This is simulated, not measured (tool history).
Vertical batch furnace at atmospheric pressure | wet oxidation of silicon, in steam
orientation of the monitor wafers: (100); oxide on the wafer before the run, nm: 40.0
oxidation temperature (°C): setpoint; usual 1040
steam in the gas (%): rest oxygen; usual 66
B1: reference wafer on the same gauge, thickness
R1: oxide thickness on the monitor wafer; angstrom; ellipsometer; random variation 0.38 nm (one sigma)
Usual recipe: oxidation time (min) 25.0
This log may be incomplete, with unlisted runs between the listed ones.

Run 1, hour 0.0: usual settings; B1 290.15. Result: R1 2547.8 angstrom.
Run 2, hour 35.8: usual settings; B1 289.93. Result: R1 2557.6 angstrom.
Run 3, hour 59.5: usual settings but oxidation time (min) 29.0; B1 289.86. Result: R1 2812.8 angstrom.
Run 4, hour 86.0: usual settings but oxidation time (min) 29.0; B1 289.91. Result: R1 2807.4 angstrom.
Run 5, hour 111.6: usual settings but oxidation time (min) 29.0; B1 289.72. Result: R1 2806.1 angstrom.
Run 6, hour 143.1: usual settings but oxidation temperature (°C) 1049; B1 290.12. Result: R1 2708.3 angstrom.
Run 7, hour 173.5: usual settings but oxidation temperature (°C) 1049; B1 289.88. Result: R1 2708.5 angstrom.
Run 8, hour 206.2: usual settings but oxidation temperature (°C) 1049; B1 289.88. Result: R1 2708.6 angstrom.
Run 9, hour 219.0: usual settings; B1 289.99. Result: R1 2557.5 angstrom.
At hour 249.3: steam generator serviced.
Run 10, hour 249.8: usual settings; B1 290.14. Result: R1 2557.3 angstrom.
Run 11, hour 262.7: usual settings; B1 290.00. Result: R1 2562.8 angstrom.
At hour 291.1: thermocouples replaced and temperature profile calibrated.
Run 12, hour 291.6: usual settings but oxidation temperature (°C) 1023, oxidation time (min) 20.0, steam in the gas (%) 58; B1 290.14. Result: R1 1869.3 angstrom.
Run 13, hour 307.2: usual settings but oxidation temperature (°C) 1030, oxidation time (min) 31.5, steam in the gas (%) 61; B1 289.93. Result: R1 2703.6 angstrom.
Run 14, hour 320.2: usual settings but oxidation time (min) 29.0; B1 290.19. Result: R1 2862.9 angstrom.
At hour 367.1: thermocouples replaced and temperature profile calibrated, repeated, since the last time left the tool worse.
Run 15, hour 367.6: usual settings but oxidation temperature (°C) 1047, oxidation time (min) 37.0; B1 290.12. Result: R1 3339.0 angstrom.
Run 16, hour 371.2: usual settings; B1 289.89. Result: R1 2506.1 angstrom.
At hour 391.2: gauge calibrated.
Run 17, hour 398.3: usual settings but oxidation temperature (°C) 1056, oxidation time (min) 13.5; B1 290.10. Result: R1 1902.7 angstrom.
Run 18, hour 430.3: usual settings but oxidation time (min) 29.0; B1 290.10. Result: R1 2752.3 angstrom.
Run 19, hour 465.6: usual settings but steam in the gas (%) 72; B1 289.93. Result: R1 2648.4 angstrom.
Run 20, hour 485.6: usual settings but oxidation temperature (°C) 1023, steam in the gas (%) 61; B1 290.02. Result: R1 2128.4 angstrom.
Run 21, hour 521.0: usual settings but oxidation temperature (°C) 1031, oxidation time (min) 19.5, steam in the gas (%) 56; B1 289.96. Result: R1 1824.4 angstrom.
Run 22, hour 535.3: usual settings but oxidation temperature (°C) 1056; B1 289.95. Result: R1 2778.2 angstrom.

A few steps of R1 between consecutive runs. Split each: what settings, incoming material and random variation would produce without the hidden state, and what is left over for the hidden state, along with gauge scatter present in only one of the two compared results (measured, and without hidden state):
The hidden state here: true tube temperature minus thermocouple reading, K; steam share off its setpoint, % of the setpoint; gauge reads high (%).
Run 12 -> 13: oxidation temperature (°C) 1023 -> 1030, oxidation time (min) 20.0 -> 31.5, steam in the gas (%) 58 -> 61. R1 +834.3 angstrom: hidden state +28.5, all else +805.8.
Run 14 -> 15: oxidation temperature (°C) 1040 -> 1047, oxidation time (min) 29.0 -> 37.0, thermocouples replaced and temperature profile calibrated, repeated, since the last time left the tool worse. R1 +476.1 angstrom: hidden state -110.2, all else +586.3.
Run 17 -> 18: oxidation temperature (°C) 1056 -> 1040, oxidation time (min) 13.5 -> 29.0. R1 +849.6 angstrom: hidden state +1.6, all else +848.0.
Run 21 -> 22: oxidation temperature (°C) 1031 -> 1056, oxidation time (min) 19.5 -> 25.0, steam in the gas (%) 56 -> 66. R1 +953.8 angstrom: hidden state +1.6, all else +952.2.
